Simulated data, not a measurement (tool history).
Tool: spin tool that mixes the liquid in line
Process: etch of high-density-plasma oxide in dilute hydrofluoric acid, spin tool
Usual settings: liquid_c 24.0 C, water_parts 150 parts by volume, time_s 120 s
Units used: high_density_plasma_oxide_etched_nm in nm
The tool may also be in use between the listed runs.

run	hour	liquid_c	water_parts	time_s	read-back film thickness of the high-density-plasma oxide reference wafer, read on the same gauge (nm)	high_density_plasma_oxide_etched_nm
1	0.0	24.0	150	120	40.00	8.05
2	44.9	24.0	150	120	40.01	8.17
3	76.0	24.0	150	120	40.00	8.20
4	108.7	24.0	150	120	39.98	8.23
5	136.4	24.0	150	120	40.00	8.26
6	302.1	24.0	150	120	40.01	8.43
7	337.6	24.0	150	120	40.03	8.54
8	369.2	24.0	150	120	40.01	8.57
9	418.2	24.0	150	120	39.97	8.60
10	553.8	24.0	150	120	40.00	8.30
11	624.1	22.0	150	120	39.99	7.68
12	661.9	24.0	150	120	40.01	7.96
13	731.3	24.0	150	120	40.00	8.06
14	792.6	24.0	150	65	40.01	4.43
15	823.0	24.0	150	65	39.98	4.46
16	852.3	24.0	150	65	40.03	4.49
17	900.8	24.0	150	75	40.02	5.19
18	958.1	20.0	150	120	40.00	7.15
19	1077.6	19.0	150	120	40.00	6.72
20	1250.8	21.0	120	185	40.01	14.91
21	1277.2	24.0	150	120	40.03	8.42
22	1336.3	24.0	150	190	39.98	13.38
23	1512.8	25.5	100	120	40.01	13.88
24	1540.0	19.0	150	120	39.99	6.84
25	1569.1	24.0	150	120	40.00	8.30
26	1628.0	20.0	150	95	40.00	5.64
27	1664.5	24.0	95	140	40.00	16.62
28	1762.1	26.0	110	150	40.03	15.67
29	1796.0	26.5	125	165	39.98	15.23
30	1864.2	22.5	110	65	40.00	5.99
31	2046.1	28.0	210	95	39.98	4.90
32	2089.3	24.0	150	120	40.00	8.08
33	2119.8	21.5	150	100	40.01	6.17

Withheld: 7 entries from between the runs. Position of each, and hidden state at the listed run before versus the listed run after:
Between runs 9 and 10: hydrofluoric acid flow meter replaced (hour 500.0)
  liquid hotter than its thermometer reads (K): 1.16 -> 1.33; hydrofluoric acid flow above the setpoint (%): 5.2 -> 0.667
  difference, measured minus the result without the unlogged condition, high_density_plasma_oxide_etched_nm: +0.84 -> +0.47 nm
Between runs 11 and 12: thermometer replaced (hour 647.8)
  liquid hotter than its thermometer reads (K): 1.42 -> 0.149; hydrofluoric acid flow above the setpoint (%): 1.35 -> 1.71
  difference, measured minus the result without the unlogged condition, high_density_plasma_oxide_etched_nm: +0.53 -> +0.20 nm
Between runs 18 and 19: hydrofluoric acid flow meter replaced (hour 984.8)
  liquid hotter than its thermometer reads (K): 0.52 -> 0.67; hydrofluoric acid flow above the setpoint (%): 4.58 -> 1.85
  difference, measured minus the result without the unlogged condition, high_density_plasma_oxide_etched_nm: +0.50 -> +0.31 nm
Between runs 20 and 21: gauge calibrated (hour 1251.4)
  liquid hotter than its thermometer reads (K): 0.887 -> 0.92; hydrofluoric acid flow above the setpoint (%): 3.53 -> 3.78
  difference, measured minus the result without the unlogged condition, high_density_plasma_oxide_etched_nm: +1.08 -> +0.64 nm
Between runs 22 and 23: hydrofluoric acid flow meter replaced (hour 1495.3)
  liquid hotter than its thermometer reads (K): 0.994 -> 1.21; hydrofluoric acid flow above the setpoint (%): 4.36 -> 0.475
  difference, measured minus the result without the unlogged condition, high_density_plasma_oxide_etched_nm: +1.12 -> +0.71 nm
Between runs 27 and 28: thermometer replaced (hour 1699.2)
  liquid hotter than its thermometer reads (K): 1.41 -> 0.134; hydrofluoric acid flow above the setpoint (%): 1.94 -> 2.89
  difference, measured minus the result without the unlogged condition, high_density_plasma_oxide_etched_nm: +1.24 -> +0.57 nm
Between runs 30 and 31: hydrofluoric acid flow meter replaced (hour 1951.1)
  liquid hotter than its thermometer reads (K): 0.262 -> 0.49; hydrofluoric acid flow above the setpoint (%): 3.87 -> 1.31
  difference, measured minus the result without the unlogged condition, high_density_plasma_oxide_etched_nm: +0.31 -> +0.16 nm
